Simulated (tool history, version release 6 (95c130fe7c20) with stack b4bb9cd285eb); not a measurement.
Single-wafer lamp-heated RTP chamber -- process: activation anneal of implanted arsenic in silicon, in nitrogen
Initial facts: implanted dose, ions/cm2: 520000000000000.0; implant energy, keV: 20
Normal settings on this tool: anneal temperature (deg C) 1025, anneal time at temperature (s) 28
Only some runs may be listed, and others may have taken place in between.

run	hour	anneal temperature (deg C)	anneal time at temperature (s)	read-back reference wafer on the same gauge, sheet resistance	sheet resistance of the implanted and annealed layer (ohm/square)
1	0.0	1025	28	220.02	184.29
# hour 37.1: reflector plate cleaned
2	37.6	1025	33	220.13	182.23
# hour 58.4: pyrometer window cleaned and pyrometer calibrated
3	109.1	1025	33	219.95	183.47
4	149.7	1025	33	219.97	183.66
5	240.3	1025	28	220.03	184.76
6	285.7	1025	28	219.93	183.84
# hour 299.4: gauge calibrated
7	381.4	1025	28	220.03	183.74
8	423.3	1002	42	219.95	185.20
9	501.1	1041	23	220.14	182.07
10	539.2	1053	28	220.09	177.73
11	587.0	1016	28	219.90	184.70

Forecast run 12:
# hour 623.2: pyrometer window cleaned and pyrometer calibrated
# hour 632.6: reflector plate cleaned
12	654.3	1025	38	?	?

{"run 12": {"read-back reference wafer on the same gauge, sheet resistance": 220.1, "sheet resistance of the implanted and annealed layer (ohm/square)": 183.23}}
If the tool had no hidden condition, the same run with the same run-to-run variation would have returned sheet resistance of the implanted and annealed layer (ohm/square) 183.47.

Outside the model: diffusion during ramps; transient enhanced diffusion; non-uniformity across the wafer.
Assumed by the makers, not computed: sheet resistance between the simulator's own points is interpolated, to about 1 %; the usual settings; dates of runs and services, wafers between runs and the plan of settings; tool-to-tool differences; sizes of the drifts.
